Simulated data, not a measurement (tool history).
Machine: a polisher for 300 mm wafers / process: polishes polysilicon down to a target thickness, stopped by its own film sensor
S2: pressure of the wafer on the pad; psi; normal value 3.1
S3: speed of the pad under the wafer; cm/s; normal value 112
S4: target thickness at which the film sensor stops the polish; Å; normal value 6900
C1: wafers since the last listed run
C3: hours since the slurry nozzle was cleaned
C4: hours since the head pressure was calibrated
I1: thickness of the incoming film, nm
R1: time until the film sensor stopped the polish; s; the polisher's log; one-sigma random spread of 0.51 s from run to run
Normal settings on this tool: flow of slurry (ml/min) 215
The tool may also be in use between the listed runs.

run 1 hour=0 | flow_of_slurry_(ml/min)=215 S2=3.1 S3=112 S4=6900 | C1=0 wafers_polished_on_this_pad=1763 C3=689.4 C4=568.9 | I1=1329.3 | R1=55.4
run 2 hour=32.7 | flow_of_slurry_(ml/min)=185 S2=3.1 S3=112 S4=6900 | C1=455 wafers_polished_on_this_pad=2219 C3=722.1 C4=601.6 | I1=1318.7 | R1=55.6
run 3 hour=57.7 | flow_of_slurry_(ml/min)=185 S2=3.1 S3=112 S4=6900 | C1=348 wafers_polished_on_this_pad=2567 C3=747.1 C4=626.6 | I1=1334.5 | R1=57.7
run 4 hour=73.7 | flow_of_slurry_(ml/min)=215 S2=3.1 S3=112 S4=6900 | C1=222 wafers_polished_on_this_pad=2790 C3=763.1 C4=642.6 | I1=1350.3 | R1=58.1
-- hour=82.9 worn pad replaced by a new one, of another model than before
-- hour=91 head pressure recalibrated
run 5 hour=96.8 | flow_of_slurry_(ml/min)=215 S2=3.1 S3=112 S4=6900 | C1=238 wafers_polished_on_this_pad=166 C3=786.2 C4=5.8 | I1=1324.5 | R1=53.4
-- hour=114.2 slurry nozzle cleaned
run 6 hour=123.9 | flow_of_slurry_(ml/min)=215 S2=3.1 S3=112 S4=6900 | C1=363 wafers_polished_on_this_pad=529 C3=9.7 C4=32.9 | I1=1320.1 | R1=51.3
run 7 hour=142.8 | flow_of_slurry_(ml/min)=215 S2=3.1 S3=112 S4=6900 | C1=263 wafers_polished_on_this_pad=793 C3=28.6 C4=51.8 | I1=1343.9 | R1=54.1
run 8 hour=162.3 | flow_of_slurry_(ml/min)=215 S2=3.1 S3=112 S4=6900 | C1=271 wafers_polished_on_this_pad=1064 C3=48.1 C4=71.3 | I1=1331.9 | R1=52.6
run 9 hour=183.3 | flow_of_slurry_(ml/min)=215 S2=3.1 S3=112 S4=6900 | C1=292 wafers_polished_on_this_pad=1357 C3=69.1 C4=92.3 | I1=1342.3 | R1=54.2
run 10 hour=210.1 | flow_of_slurry_(ml/min)=215 S2=3.1 S3=112 S4=6900 | C1=373 wafers_polished_on_this_pad=1730 C3=95.9 C4=119.1 | I1=1307.5 | R1=51.8
run 11 hour=224.7 | flow_of_slurry_(ml/min)=215 S2=3.1 S3=112 S4=6900 | C1=203 wafers_polished_on_this_pad=1933 C3=110.5 C4=133.7 | I1=1330.9 | R1=54
run 12 hour=258.6 | flow_of_slurry_(ml/min)=215 S2=2.7 S3=112 S4=7530 | C1=472 wafers_polished_on_this_pad=2406 C3=144.4 C4=167.6 | I1=1327.1 | R1=51.8
run 13 hour=276.6 | flow_of_slurry_(ml/min)=270 S2=3.5 S3=128 S4=5010 | C1=250 wafers_polished_on_this_pad=2656 C3=162.4 C4=185.6 | I1=1331.5 | R1=55.9
-- hour=292.5 worn pad replaced by a new one
run 14 hour=304.2 | flow_of_slurry_(ml/min)=215 S2=3.1 S3=112 S4=6900 | C1=328 wafers_polished_on_this_pad=163 C3=190 C4=213.2 | I1=1332.8 | R1=52.6
run 15 hour=320.2 | flow_of_slurry_(ml/min)=215 S2=3.1 S3=144 S4=7730 | C1=222 wafers_polished_on_this_pad=386 C3=206 C4=229.2 | I1=1311.5 | R1=36
run 16 hour=342.8 | flow_of_slurry_(ml/min)=250 S2=3.6 S3=122 S4=7970 | C1=314 wafers_polished_on_this_pad=701 C3=228.6 C4=251.8 | I1=1341.5 | R1=37.6
run 17 hour=358.1 | flow_of_slurry_(ml/min)=215 S2=3.1 S3=112 S4=6900 | C1=213 wafers_polished_on_this_pad=914 C3=243.9 C4=267.1 | I1=1344.4 | R1=54
run 18 hour=378 | flow_of_slurry_(ml/min)=215 S2=3.1 S3=112 S4=6900 | C1=277 wafers_polished_on_this_pad=1191 C3=263.8 C4=287 | I1=1311.3 | R1=51.9
run 19 hour=412.8 | flow_of_slurry_(ml/min)=215 S2=3.4 S3=134 S4=6900 | C1=484 wafers_polished_on_this_pad=1676 C3=298.6 C4=321.8 | I1=1342 | R1=44
run 20 hour=440.9 | flow_of_slurry_(ml/min)=215 S2=2.1 S3=90 S4=6080 | C1=391 wafers_polished_on_this_pad=2067 C3=326.7 C4=349.9 | I1=1306.6 | R1=87
run 21 hour=466.4 | flow_of_slurry_(ml/min)=215 S2=3.1 S3=112 S4=6900 | C1=355 wafers_polished_on_this_pad=2422 C3=352.2 C4=375.4 | I1=1315.8 | R1=52.2
run 22 hour=484.8 | flow_of_slurry_(ml/min)=215 S2=3.1 S3=112 S4=6900 | C1=256 wafers_polished_on_this_pad=2678 C3=370.6 C4=393.8 | I1=1318 | R1=52.5
-- hour=504.3 worn pad replaced by a new one
run 23 hour=505 | flow_of_slurry_(ml/min)=285 S2=3.1 S3=90 S4=6900 | C1=225 wafers_polished_on_this_pad=10 C3=390.8 C4=414 | I1=1338.3 | R1=61.9
run 24 hour=538.4 | flow_of_slurry_(ml/min)=215 S2=4 S3=142 S4=7800 | C1=465 wafers_polished_on_this_pad=475 C3=424.2 C4=447.4 | I1=1326.5 | R1=31.5
run 25 hour=552.5 | flow_of_slurry_(ml/min)=240 S2=3.1 S3=112 S4=5090 | C1=196 wafers_polished_on_this_pad=672 C3=438.3 C4=461.5 | I1=1355.3 | R1=69
run 26 hour=570.1 | flow_of_slurry_(ml/min)=185 S2=2.4 S3=136 S4=6330 | C1=245 wafers_polished_on_this_pad=917 C3=455.9 C4=479.1 | I1=1337.4 | R1=60.4
run 27 hour=593.5 | flow_of_slurry_(ml/min)=215 S2=4.1 S3=112 S4=6900 | C1=325 wafers_polished_on_this_pad=1243 C3=479.3 C4=502.5 | I1=1335.5 | R1=45.2
run 28 hour=614.5 | flow_of_slurry_(ml/min)=215 S2=3.1 S3=112 S4=5170 | C1=292 wafers_polished_on_this_pad=1535 C3=500.3 C4=523.5 | I1=1326.4 | R1=68.6
run 29 hour=633.1 | flow_of_slurry_(ml/min)=270 S2=4.1 S3=142 S4=7860 | C1=259 wafers_polished_on_this_pad=1794 C3=518.9 C4=542.1 | I1=1325.5 | R1=30.5
run 30 hour=664.6 | flow_of_slurry_(ml/min)=215 S2=3.1 S3=112 S4=4680 | C1=438 wafers_polished_on_this_pad=2233 C3=550.4 C4=573.6 | I1=1328.9 | R1=72.1
run 31 hour=680.6 | flow_of_slurry_(ml/min)=215 S2=3.1 S3=112 S4=6900 | C1=222 wafers_polished_on_this_pad=2456 C3=566.4 C4=589.6 | I1=1348.3 | R1=56.4
-- hour=713.1 worn pad replaced by a new one
run 32 hour=713.6 | flow_of_slurry_(ml/min)=215 S2=3.1 S3=112 S4=6900 | C1=403 wafers_polished_on_this_pad=7 C3=599.4 C4=622.6 | I1=1335.6 | R1=53.7
-- hour=716.9 head pressure recalibrated
run 33 hour=730.6 | flow_of_slurry_(ml/min)=145 S2=3.1 S3=112 S4=6900 | C1=208 wafers_polished_on_this_pad=216 C3=616.4 C4=13.7 | I1=1345.1 | R1=58.1
run 34 hour=766.4 | flow_of_slurry_(ml/min)=215 S2=3.1 S3=112 S4=5620 | C1=498 wafers_polished_on_this_pad=714 C3=652.2 C4=49.5 | I1=1310.9 | R1=63
run 35 hour=798.5 | flow_of_slurry_(ml/min)=215 S2=3.1 S3=112 S4=6900 | C1=447 wafers_polished_on_this_pad=1161 C3=684.3 C4=81.6 | I1=1330.6 | R1=54.1
run 36 hour=824 | flow_of_slurry_(ml/min)=240 S2=3.9 S3=112 S4=8120 | C1=355 wafers_polished_on_this_pad=1517 C3=709.8 C4=107.1 | I1=1324.9 | R1=36

Give the tool's hidden conditions for every run:
removal rate lost through wear of the pad, %: 0 at every run
deviation of the head's pressure from its setpoint, %: 0 at every run
H1: slurry flow missing at the pad, %
run=1 H1=29.2
run=2 H1=30.3
run=3 H1=31.2
run=4 H1=31.7
run=5 H1=32.6
run=6 H1=4.96
run=7 H1=5.63
run=8 H1=6.31
run=9 H1=7.05
run=10 H1=7.99
run=11 H1=8.5
run=12 H1=9.69
run=13 H1=10.3
run=14 H1=11.3
run=15 H1=11.8
run=16 H1=12.6
run=17 H1=13.2
run=18 H1=13.9
run=19 H1=15.1
run=20 H1=16.1
run=21 H1=17
run=22 H1=17.6
run=23 H1=18.3
run=24 H1=19.5
run=25 H1=20
run=26 H1=20.6
run=27 H1=21.4
run=28 H1=22.2
run=29 H1=22.8
run=30 H1=23.9
run=31 H1=24.5
run=32 H1=25.7
run=33 H1=26.2
run=34 H1=27.5
run=35 H1=28.6
run=36 H1=29.5

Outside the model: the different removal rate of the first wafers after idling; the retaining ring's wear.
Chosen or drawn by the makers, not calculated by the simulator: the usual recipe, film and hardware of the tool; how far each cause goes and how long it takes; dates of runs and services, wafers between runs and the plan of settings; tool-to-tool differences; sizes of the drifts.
